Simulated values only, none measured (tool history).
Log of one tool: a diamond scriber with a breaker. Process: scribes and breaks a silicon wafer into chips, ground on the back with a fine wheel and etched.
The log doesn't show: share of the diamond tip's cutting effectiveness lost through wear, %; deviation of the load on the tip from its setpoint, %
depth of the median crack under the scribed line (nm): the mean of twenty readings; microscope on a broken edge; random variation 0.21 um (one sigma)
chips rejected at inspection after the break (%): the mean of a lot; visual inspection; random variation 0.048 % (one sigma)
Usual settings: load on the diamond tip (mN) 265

| run | hour | load on the diamond tip (mN) | wafers since the last listed run | hours since the diamond tip was replaced | hours since the load on the tip was calibrated | incoming depth of the damage left on the back of the incoming wafer, um | depth of the median crack under the scribed line (nm) | chips rejected at inspection after the break (%) |
|---|---|---|---|---|---|---|---|---|
| 1 | 0.0 | 220 | 0 | 456.7 | 1559.1 | 0.46 | 10620 | 4.60 |
| 2 | 9.0 | 265 | 12 | 465.7 | 1568.1 | 0.67 | 11200 | 2.66 |
| 3 | 25.3 | 265 | 21 | 482.0 | 1584.4 | 0.60 | 11480 | 2.70 |
| 4 | 33.1 | 265 | 10 | 489.8 | 1592.2 | 0.31 | 11510 | 2.73 |
| 5 | 40.8 | 265 | 10 | 497.5 | 1599.9 | 0.72 | 11580 | 2.84 |
| 6 | 51.9 | 265 | 14 | 508.6 | 1611.0 | 0.43 | 11040 | 2.89 |
| 7 | 61.6 | 265 | 12 | 518.3 | 1620.7 | 0.61 | 11220 | 3.33 |
| 8 | 71.9 | 265 | 13 | 528.6 | 1631.0 | 0.49 | 10910 | 3.10 |
| 9 | 87.8 | 265 | 21 | 544.5 | 1646.9 | 0.68 | 10990 | 3.43 |
| 10 | 95.2 | 265 | 9 | 551.9 | 1654.3 | 0.68 | 10880 | 3.54 |
| 11 | 113.1 | 237 | 23 | 569.8 | 1672.2 | 0.80 | 10790 | 5.76 |
|  | 118.6 | diamond tip replaced by a new one |
| 12 | 119.9 | 237 | 6 | 1.3 | 1679.0 | 0.35 | 11820 | 2.20 |
| 13 | 127.3 | 237 | 9 | 8.7 | 1686.4 | 0.58 | 11700 | 2.13 |
| 14 | 139.1 | 265 | 15 | 20.5 | 1698.2 | 0.80 | 11670 | 1.71 |
|  | 142.4 | load on the tip recalibrated |
| 15 | 149.3 | 213 | 10 | 30.7 | 6.9 | 0.71 | 11780 | 2.83 |
| 16 | 158.1 | 306 | 11 | 39.5 | 15.7 | 0.59 | 13110 | 1.78 |
| 17 | 164.1 | 307 | 8 | 45.5 | 21.7 | 0.31 | 12900 | 1.75 |
| 18 | 170.4 | 292 | 8 | 51.8 | 28.0 | 0.49 | 12620 | 1.56 |
| 19 | 181.0 | 333 | 14 | 62.4 | 38.6 | 0.45 | 13240 | 2.20 |
| 20 | 197.2 | 317 | 21 | 78.6 | 54.8 | 0.77 | 12680 | 1.92 |
| 21 | 248.0 | 314 | 67 | 129.4 | 105.6 | 0.78 | 13020 | 1.81 |
| 22 | 259.5 | 322 | 15 | 140.9 | 117.1 | 0.71 | 12970 | 1.95 |
| 23 | 275.6 | 295 | 21 | 157.0 | 133.2 | 0.37 | 12540 | 1.62 |
| 24 | 292.1 | 265 | 22 | 173.5 | 149.7 | 0.36 | 11780 | 1.68 |
| 25 | 300.8 | 303 | 11 | 182.2 | 158.4 | 0.36 | 12420 | 1.60 |
| 26 | 313.3 | 307 | 16 | 194.7 | 170.9 | 0.75 | 12670 | 1.55 |
| 27 | 325.0 | 214 | 15 | 206.4 | 182.6 | 0.46 | 11040 | 3.52 |
| 28 | 333.3 | 265 | 11 | 214.7 | 190.9 | 0.41 | 11870 | 1.82 |
| 29 | 350.8 | 239 | 23 | 232.2 | 208.4 | 0.72 | 11730 | 2.58 |

How the hidden state differs across the entries between the runs, from the last listed run before each to the first after it:
Between runs 11 and 12: diamond tip replaced by a new one (hour 118.6)
  share of the diamond tip's cutting effectiveness lost through wear, %: 16.3 -> 3.07
  measured less the result without the state, depth of the median crack under the scribed line (nm): -1360 -> -250; chips rejected at inspection after the break (%): +3.89 -> +0.35
Between runs 14 and 15: load on the tip recalibrated (hour 142.4)
  share of the diamond tip's cutting effectiveness lost through wear, %: 3.09 -> 3.12
  measured less the result without the state, depth of the median crack under the scribed line (nm): -240 -> -250; chips rejected at inspection after the break (%): +0.08 -> +0.55
